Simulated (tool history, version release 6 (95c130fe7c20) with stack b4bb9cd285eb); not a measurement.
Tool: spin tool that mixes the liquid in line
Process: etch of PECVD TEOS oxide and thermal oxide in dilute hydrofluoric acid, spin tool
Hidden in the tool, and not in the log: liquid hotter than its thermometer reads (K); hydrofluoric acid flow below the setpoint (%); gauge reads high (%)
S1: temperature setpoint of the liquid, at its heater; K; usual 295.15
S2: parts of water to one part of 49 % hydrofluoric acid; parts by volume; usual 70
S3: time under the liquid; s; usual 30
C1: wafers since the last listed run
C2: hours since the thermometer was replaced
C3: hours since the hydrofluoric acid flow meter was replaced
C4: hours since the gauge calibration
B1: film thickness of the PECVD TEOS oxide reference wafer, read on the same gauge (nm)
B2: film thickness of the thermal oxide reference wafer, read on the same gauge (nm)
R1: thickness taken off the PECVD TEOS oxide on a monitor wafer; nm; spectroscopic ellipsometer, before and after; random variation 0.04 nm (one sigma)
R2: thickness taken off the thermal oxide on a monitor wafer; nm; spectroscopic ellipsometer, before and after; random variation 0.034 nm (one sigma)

{"run": 1, "hour": 0.0, "S1": 295.15, "S2": 70, "S3": 30, "C1": 0, "C2": 39.3, "C3": 843.3, "C4": 548.8, "B1": 40.01, "B2": 49.971, "R1": 10.08, "R2": 1.953}
{"run": 2, "hour": 23.6, "S1": 292.65, "S2": 45, "S3": 50, "C1": 481, "C2": 62.9, "C3": 866.9, "C4": 572.4, "B1": 40.0, "B2": 49.997, "R1": 24.03, "R2": 4.636}
{"run": 3, "hour": 40.4, "S1": 295.15, "S2": 70, "S3": 30, "C1": 342, "C2": 79.7, "C3": 883.7, "C4": 589.2, "B1": 40.0, "B2": 49.989, "R1": 10.03, "R2": 2.02}
{"run": 4, "hour": 57.9, "S1": 295.15, "S2": 90, "S3": 15, "C1": 357, "C2": 97.2, "C3": 901.2, "C4": 606.7, "B1": 39.98, "B2": 50.007, "R1": 3.81, "R2": 0.751}
{"run": 5, "hour": 90.3, "S1": 297.15, "S2": 85, "S3": 30, "C1": 661, "C2": 129.6, "C3": 933.6, "C4": 639.1, "B1": 40.03, "B2": 50.019, "R1": 8.83, "R2": 1.713}
{"run": 6, "hour": 165.2, "S1": 296.65, "S2": 70, "S3": 50, "C1": 1528, "C2": 204.5, "C3": 1008.5, "C4": 714.0, "B1": 40.03, "B2": 50.019, "R1": 18.03, "R2": 3.505}
{"run": 7, "hour": 189.3, "S1": 295.15, "S2": 70, "S3": 30, "C1": 491, "C2": 228.6, "C3": 1032.6, "C4": 738.1, "B1": 39.99, "B2": 50.013, "R1": 10.07, "R2": 1.951}
{"run": 8, "hour": 201.7, "S1": 291.15, "S2": 50, "S3": 20, "C1": 253, "C2": 241.0, "C3": 1045.0, "C4": 750.5, "B1": 39.99, "B2": 50.02, "R1": 8.21, "R2": 1.582}
{"hour": 218.1, "done": "hydrofluoric acid flow meter replaced"}
{"run": 9, "hour": 227.8, "S1": 295.15, "S2": 45, "S3": 40, "C1": 512, "C2": 267.1, "C3": 9.7, "C4": 776.6, "B1": 39.98, "B2": 50.018, "R1": 21.55, "R2": 4.281}
{"run": 10, "hour": 252.4, "S1": 291.65, "S2": 40, "S3": 35, "C1": 502, "C2": 291.7, "C3": 34.3, "C4": 801.2, "B1": 40.01, "B2": 49.965, "R1": 18.53, "R2": 3.693}
{"run": 11, "hour": 272.5, "S1": 291.65, "S2": 105, "S3": 30, "C1": 410, "C2": 311.8, "C3": 54.4, "C4": 821.3, "B1": 40.0, "B2": 49.979, "R1": 5.62, "R2": 1.12}
{"hour": 293.5, "done": "gauge calibrated"}
{"run": 12, "hour": 344.9, "S1": 300.15, "S2": 70, "S3": 30, "C1": 1477, "C2": 384.2, "C3": 126.8, "C4": 51.4, "B1": 39.98, "B2": 49.993, "R1": 12.41, "R2": 2.408}
{"run": 13, "hour": 378.4, "S1": 295.15, "S2": 70, "S3": 30, "C1": 683, "C2": 417.7, "C3": 160.3, "C4": 84.9, "B1": 40.01, "B2": 50.03, "R1": 10.12, "R2": 2.033}
{"run": 14, "hour": 399.3, "S1": 295.15, "S2": 70, "S3": 30, "C1": 426, "C2": 438.6, "C3": 181.2, "C4": 105.8, "B1": 40.01, "B2": 49.975, "R1": 10.16, "R2": 2.029}
{"run": 15, "hour": 417.9, "S1": 295.15, "S2": 50, "S3": 40, "C1": 379, "C2": 457.2, "C3": 199.8, "C4": 124.4, "B1": 40.0, "B2": 49.986, "R1": 19.47, "R2": 3.862}
{"run": 16, "hour": 436.6, "S1": 295.15, "S2": 80, "S3": 30, "C1": 381, "C2": 475.9, "C3": 218.5, "C4": 143.1, "B1": 40.01, "B2": 49.994, "R1": 8.78, "R2": 1.684}
{"run": 17, "hour": 449.7, "S1": 295.15, "S2": 90, "S3": 35, "C1": 267, "C2": 489.0, "C3": 231.6, "C4": 156.2, "B1": 40.02, "B2": 49.994, "R1": 9.06, "R2": 1.789}
{"run": 18, "hour": 466.4, "S1": 295.15, "S2": 100, "S3": 30, "C1": 340, "C2": 505.7, "C3": 248.3, "C4": 172.9, "B1": 39.99, "B2": 50.014, "R1": 6.85, "R2": 1.35}

Run 19 comes next. What will it give?
{"run": 19, "hour": 483.7, "S1": 300.15, "S2": 95, "S3": 35, "C1": 353, "C2": 523.0, "C3": 265.6, "C4": 190.2, "B1": "?", "B2": "?", "R1": "?", "R2": "?"}

B1: 40.02
B2: 50.020
R1: 10.23 nm
R2: 2.023 nm
Without the tool's hidden state the same run would have given R1 10.07 nm, R2 1.991 nm.
